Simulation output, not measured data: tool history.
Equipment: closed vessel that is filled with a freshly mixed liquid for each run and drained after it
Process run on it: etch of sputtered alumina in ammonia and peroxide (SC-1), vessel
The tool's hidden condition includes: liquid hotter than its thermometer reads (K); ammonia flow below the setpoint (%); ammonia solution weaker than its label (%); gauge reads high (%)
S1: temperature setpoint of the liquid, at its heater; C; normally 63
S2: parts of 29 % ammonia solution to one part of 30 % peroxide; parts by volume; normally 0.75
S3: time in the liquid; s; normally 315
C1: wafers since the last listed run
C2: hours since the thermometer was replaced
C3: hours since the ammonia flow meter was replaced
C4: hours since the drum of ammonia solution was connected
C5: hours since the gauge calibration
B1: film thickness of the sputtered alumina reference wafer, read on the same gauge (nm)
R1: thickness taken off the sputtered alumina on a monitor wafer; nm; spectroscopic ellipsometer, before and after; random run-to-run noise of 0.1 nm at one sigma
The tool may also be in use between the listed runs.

Run 1, hour 0: usual settings; C1 0; C2 1189; C3 665.9; C4 59; C5 1538.1; B1 139.99. Result: R1 19.28 nm.
Run 2, hour 43.6: usual settings; C1 4434; C2 1232.6; C3 709.5; C4 102.6; C5 1581.7; B1 139.99. Result: R1 19.09 nm.
Run 3, hour 133.8: usual settings; C1 9173; C2 1322.8; C3 799.7; C4 192.8; C5 1671.9; B1 139.97. Result: R1 19.21 nm.
Run 4, hour 192.3: usual settings but S1 55 C; C1 5949; C2 1381.3; C3 858.2; C4 251.3; C5 1730.4; B1 139.99. Result: R1 12.72 nm.
Run 5, hour 268.5: usual settings but S1 55 C; C1 7750; C2 1457.5; C3 934.4; C4 327.5; C5 1806.6; B1 139.99. Result: R1 12.74 nm.
Run 6, hour 350.6: usual settings but S1 55 C; C1 8350; C2 1539.6; C3 1016.5; C4 409.6; C5 1888.7; B1 139.99. Result: R1 12.69 nm.
At hour 413.2: gauge calibrated.
Run 7, hour 453.2: usual settings but S2 0.9 parts by volume; C1 10435; C2 1642.2; C3 1119.1; C4 512.2; C5 40; B1 140.01. Result: R1 19.54 nm.
At hour 482.3: new drum of ammonia solution connected.
Run 8, hour 537.7: usual settings but S2 0.9 parts by volume; C1 8492; C2 1726.7; C3 1203.6; C4 55.4; C5 124.5; B1 140. Result: R1 19.61 nm.
Run 9, hour 591.4: usual settings but S2 0.9 parts by volume; C1 5461; C2 1780.4; C3 1257.3; C4 109.1; C5 178.2; B1 140.03. Result: R1 19.43 nm.
Run 10, hour 641.7: usual settings but S3 195 s; C1 5115; C2 1830.7; C3 1307.6; C4 159.4; C5 228.5; B1 140.02. Result: R1 11.91 nm.
Run 11, hour 694.6: usual settings but S3 195 s; C1 5380; C2 1883.6; C3 1360.5; C4 212.3; C5 281.4; B1 139.99. Result: R1 11.93 nm.
Run 12, hour 785.4: usual settings but S3 150 s; C1 9235; C2 1974.4; C3 1451.3; C4 303.1; C5 372.2; B1 140. Result: R1 9.17 nm.
Run 13, hour 835.3: usual settings but S1 57 C, S2 0.55 parts by volume, S3 160 s; C1 5075; C2 2024.3; C3 1501.2; C4 353; C5 422.1; B1 140. Result: R1 7.02 nm.
Run 14, hour 910.2: usual settings but S3 190 s; C1 7617; C2 2099.2; C3 1576.1; C4 427.9; C5 497; B1 140.01. Result: R1 11.56 nm.
At hour 973.6: new drum of ammonia solution connected.
Run 15, hour 980.8: usual settings but S2 0.45 parts by volume, S3 235 s; C1 7078; C2 2169.8; C3 1646.7; C4 7.2; C5 567.6; B1 139.98. Result: R1 13.78 nm.
Run 16, hour 1067.4: usual settings; C1 8807; C2 2256.4; C3 1733.3; C4 93.8; C5 654.2; B1 140.02. Result: R1 19.11 nm.
Run 17, hour 1163.5: usual settings; C1 9774; C2 2352.5; C3 1829.4; C4 189.9; C5 750.3; B1 139.99. Result: R1 19.12 nm.
Run 18, hour 1245.2: usual settings but S2 1.15 parts by volume, S3 225 s; C1 8309; C2 2434.2; C3 1911.1; C4 271.6; C5 832; B1 140.02. Result: R1 14.33 nm.
At hour 1311: ammonia flow meter replaced.
Run 19, hour 1311.5: usual settings but S1 70 C, S2 1.15 parts by volume, S3 480 s; C1 6641; C2 2500.5; C3 0.5; C4 337.9; C5 898.3; B1 140.01. Result: R1 43.2 nm.
Run 20, hour 1354.8: usual settings but S1 59 C; C1 4403; C2 2543.8; C3 43.8; C4 381.2; C5 941.6; B1 140. Result: R1 15.61 nm.
Run 21, hour 1393.3: usual settings; C1 3915; C2 2582.3; C3 82.3; C4 419.7; C5 980.1; B1 139.97. Result: R1 19.19 nm.
At hour 1435.7: thermometer replaced.
At hour 1496.3: new drum of ammonia solution connected.
Run 22, hour 1661.2: usual settings; C1 27043; C2 225.5; C3 350.2; C4 164.9; C5 1248; B1 140. Result: R1 19.43 nm.
Run 23, hour 1726.1: usual settings; C1 6600; C2 290.4; C3 415.1; C4 229.8; C5 1312.9; B1 139.98. Result: R1 19.43 nm.
Run 24, hour 1811.7: usual settings but S2 1.1 parts by volume, S3 240 s; C1 8706; C2 376; C3 500.7; C4 315.4; C5 1398.5; B1 139.98. Result: R1 15.36 nm.
At hour 1937.9: new drum of ammonia solution connected.
Run 25, hour 1957.5: usual settings but S1 70 C; C1 14727; C2 521.8; C3 646.5; C4 19.6; C5 1544.3; B1 139.98. Result: R1 27.3 nm.
Run 26, hour 2025: usual settings but S1 55 C; C1 6865; C2 589.3; C3 714; C4 87.1; C5 1611.8; B1 140.01. Result: R1 12.8 nm.
Run 27, hour 2117.5: usual settings but S1 68.5 C, S2 0.6 parts by volume; C1 9407; C2 681.8; C3 806.5; C4 179.6; C5 1704.3; B1 140. Result: R1 24.74 nm.

What if the next run were any one of these 5? Each begins from the tool's condition after run 27:
Run A, hour 2118.2: usual settings; C1 71; C2 682.5; C3 807.2; C4 180.3; C5 1705; B1 ?. Result: R1 ?.
Run B, hour 2118.2: usual settings but S1 57 C; C1 71; C2 682.5; C3 807.2; C4 180.3; C5 1705; B1 ?. Result: R1 ?.
Run C, hour 2118.2: usual settings but S2 0.4 parts by volume, S3 415 s; C1 71; C2 682.5; C3 807.2; C4 180.3; C5 1705; B1 ?. Result: R1 ?.
Run D, hour 2118.2: usual settings but S1 53.5 C; C1 71; C2 682.5; C3 807.2; C4 180.3; C5 1705; B1 ?. Result: R1 ?.
Run E, hour 2118.2: usual settings but S1 55 C, S3 235 s; C1 71; C2 682.5; C3 807.2; C4 180.3; C5 1705; B1 ?. Result: R1 ?.

run      B1     R1
  A  140.01  19.37
  B  140.01  14.23
  C  140.01  24.04
  D  140.01  11.82
  E  140.01   9.55
What these runs would have given with no unlogged condition in the tool:
run     R1
  A  19.37
  B  14.23
  C  24.04
  D  11.82
  E   9.55
